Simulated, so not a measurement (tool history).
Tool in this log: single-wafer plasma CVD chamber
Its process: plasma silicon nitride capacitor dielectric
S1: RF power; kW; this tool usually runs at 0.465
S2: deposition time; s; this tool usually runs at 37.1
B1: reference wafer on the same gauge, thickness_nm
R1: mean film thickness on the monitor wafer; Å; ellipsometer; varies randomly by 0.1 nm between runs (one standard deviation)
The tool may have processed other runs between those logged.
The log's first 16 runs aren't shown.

run    hour     S1    S2      B1      R1
 17  1325.5    0.4  38.9  52.715  486.78
 18  1372.7    0.4  38.9  52.691  485.96
     1445.2  -- RF generator calibrated
 19  1467.7   0.44  37.1  52.718  490.35
     1512.8  -- showerhead replaced
 20  1560.6   0.44  37.1  52.705  490.96
 21  1620.3  0.465  37.1  52.695   499.5
 22  1684.3  0.435  37.1  52.685  485.77
 23  1782.2   0.55  39.5  52.729  563.03
 24  1842.8  0.465  37.1  52.697  497.66
 25  1901.5   0.53  43.5  52.684  613.22
 26  1989.2   0.39  32.8  52.726  409.89
 27  2056.6   0.44  40.8  52.717  535.29
 28  2139.2  0.465  37.1  52.679  495.71
 29  2230.1    0.4  42.2  52.698  527.52
 30  2324.4   0.49  32.7  52.664  439.43
       2380  -- RF generator calibrated
 31  2386.4   0.53  37.1  52.673  524.37
 32  2427.9   0.44  40.1  52.703  531.56
 33    2476  0.465  37.1   52.74  501.71
     2520.1  -- gauge calibrated
 34  2552.3   0.51  33.8  52.682  469.59
 35  2654.6   0.42  43.6   52.68  565.44
 36  2692.3  0.555  40.5  52.694  581.89
 37  2764.4  0.465  37.1  52.693  498.44
 38  2848.9  0.555  41.4  52.697  593.36
 39  2911.5  0.415  42.9  52.732  549.83
 40  3049.8   0.44  37.1  52.684  486.02
 41  3156.7  0.435  30.5  52.713  395.75

Below are 4 alternative next runs, each starting from the tool's condition after run 41. Predict each:
  A  3157.1  0.465  37.1   ?   ?
  B  3157.1  0.465  30.5   ?   ?
  C  3157.1  0.425  31.6   ?   ?
  D  3157.1  0.465  30.3   ?   ?

run      B1      R1
  A  52.694  493.56
  B  52.694  405.76
  C  52.694  406.61
  D  52.694   403.1
Without the tool's hidden state the same runs would have given:
run      R1
  A  502.04
  B  412.73
  C  413.59
  D  410.02
